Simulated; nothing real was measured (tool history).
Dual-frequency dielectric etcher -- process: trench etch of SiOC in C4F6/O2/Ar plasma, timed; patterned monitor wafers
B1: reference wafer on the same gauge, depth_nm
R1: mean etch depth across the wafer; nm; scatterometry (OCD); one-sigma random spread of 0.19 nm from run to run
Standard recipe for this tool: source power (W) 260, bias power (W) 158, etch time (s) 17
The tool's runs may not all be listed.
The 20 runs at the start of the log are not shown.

{"hour": 1077.8, "done": "bias power generator calibrated"}
{"run": 21, "hour": 1120.1, "source power (W)": 260, "bias power (W)": 158, "etch time (s)": 17, "B1": 27, "R1": 28.81}
{"run": 22, "hour": 1153.2, "source power (W)": 280, "bias power (W)": 141, "etch time (s)": 14, "B1": 27, "R1": 24.12}
{"run": 23, "hour": 1197.8, "source power (W)": 240, "bias power (W)": 124, "etch time (s)": 18.5, "B1": 26.98, "R1": 28.82}
{"run": 24, "hour": 1234.8, "source power (W)": 260, "bias power (W)": 158, "etch time (s)": 17, "B1": 26.97, "R1": 29.42}
{"run": 25, "hour": 1296.9, "source power (W)": 210, "bias power (W)": 136, "etch time (s)": 15.5, "B1": 26.98, "R1": 23.8}
{"run": 26, "hour": 1364.3, "source power (W)": 260, "bias power (W)": 158, "etch time (s)": 17, "B1": 26.99, "R1": 29.58}
{"run": 27, "hour": 1420.2, "source power (W)": 300, "bias power (W)": 158, "etch time (s)": 17, "B1": 27, "R1": 31.41}
{"run": 28, "hour": 1481.5, "source power (W)": 260, "bias power (W)": 185, "etch time (s)": 21.5, "B1": 27.01, "R1": 38.62}
{"run": 29, "hour": 1543.2, "source power (W)": 260, "bias power (W)": 158, "etch time (s)": 17, "B1": 26.99, "R1": 29.74}
{"run": 30, "hour": 1568.6, "source power (W)": 240, "bias power (W)": 158, "etch time (s)": 17, "B1": 27.01, "R1": 28.93}
{"hour": 1577.8, "done": "gauge calibrated"}
{"hour": 1598.4, "done": "wet clean of the chamber"}
{"run": 31, "hour": 1683.5, "source power (W)": 280, "bias power (W)": 184, "etch time (s)": 21, "B1": 27, "R1": 38.1}

Forecast each of these 3 alternatives for the next run:
{"run": "A", "hour": 1683.9, "source power (W)": 260, "bias power (W)": 197, "etch time (s)": 17, "B1": "?", "R1": "?"}
{"run": "B", "hour": 1683.9, "source power (W)": 260, "bias power (W)": 124, "etch time (s)": 17, "B1": "?", "R1": "?"}
{"run": "C", "hour": 1683.9, "source power (W)": 240, "bias power (W)": 189, "etch time (s)": 13.5, "B1": "?", "R1": "?"}

run=A B1=26.98 R1=30.57
run=B B1=26.98 R1=27.81
run=C B1=26.98 R1=23.28
Take away the tool's hidden state, keep each run's random variation, and the runs would have read:
run=A R1=30.28
run=B R1=27.54
run=C R1=23.06

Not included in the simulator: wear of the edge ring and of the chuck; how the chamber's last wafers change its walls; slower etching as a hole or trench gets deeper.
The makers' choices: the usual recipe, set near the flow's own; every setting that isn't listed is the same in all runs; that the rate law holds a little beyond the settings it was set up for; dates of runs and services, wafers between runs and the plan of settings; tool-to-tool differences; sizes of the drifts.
